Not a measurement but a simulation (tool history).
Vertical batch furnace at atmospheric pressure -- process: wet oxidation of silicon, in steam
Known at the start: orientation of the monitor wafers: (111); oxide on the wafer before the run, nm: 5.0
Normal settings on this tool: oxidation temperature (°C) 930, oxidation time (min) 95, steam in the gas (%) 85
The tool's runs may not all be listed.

run   hour  oxidation temperature (°C)  oxidation time (min)  steam in the gas (%)  read-back reference wafer on the same gauge, thickness  oxide thickness on the monitor wafer (Å)
  1      0                         930                    95                    85                                                  453.99                                    4196.5
  2   13.4                         930                    95                    85                                                  453.66                                    4189.4
  3   42.4                         930                    95                    85                                                  454.09                                    4185.1
  4   57.7                         930                    95                    85                                                  453.55                                    4185.3
  5   92.1                         914                    95                    85                                                  453.46                                    3693.9
  6  112.7                         946                  69.5                    85                                                  454.19                                    3783.5
     137.7  -- thermocouples replaced and temperature profile calibrated
  7  138.2                         942                   114                    85                                                  453.74                                    5154.5
     150.4  -- gauge calibrated
  8  162.4                         942                   114                    85                                                  454.02                                      5178
  9  174.7                         930                 132.5                    96                                                   454.1                                    5692.1
     214.5  -- steam generator serviced
 10    215                         953                    64                    76                                                  453.89                                    3511.4
 11  235.9                         930                    54                    76                                                  454.51                                    2561.5
 12  264.7                         911                   125                    85                                                  453.49                                    4372.4
 13    281                         930                    95                    74                                                  453.48                                    3783.3
 14  299.8                         930                    95                    85                                                  453.78                                    4210.1
 15  317.9                         917                    95                    85                                                  454.06                                    3768.5
 16  344.7                         944                    95                    79                                                  454.54                                    4405.8

Forecast each of these 4 alternatives for the next run:
  A  350.7                         953                    95                    85                                                       ?                                         ?
  B  350.7                         920                    95                    85                                                       ?                                         ?
  C  350.7                         909                 114.5                    85                                                       ?                                         ?
  D  350.7                         930                   111                    73                                                       ?                                         ?

run  read-back reference wafer on the same gauge, thickness  oxide thickness on the monitor wafer (Å)
  A                                                  453.91                                    4901.9
  B                                                  453.91                                      3848
  C                                                  453.91                                    4011.6
  D                                                  453.91                                    4169.5
The same runs, with their run-to-run variation unchanged, on a tool lacking any hidden condition would have given:
run  oxide thickness on the monitor wafer (Å)
  A                                    4901.9
  B                                      3848
  C                                    4011.6
  D                                    4169.5

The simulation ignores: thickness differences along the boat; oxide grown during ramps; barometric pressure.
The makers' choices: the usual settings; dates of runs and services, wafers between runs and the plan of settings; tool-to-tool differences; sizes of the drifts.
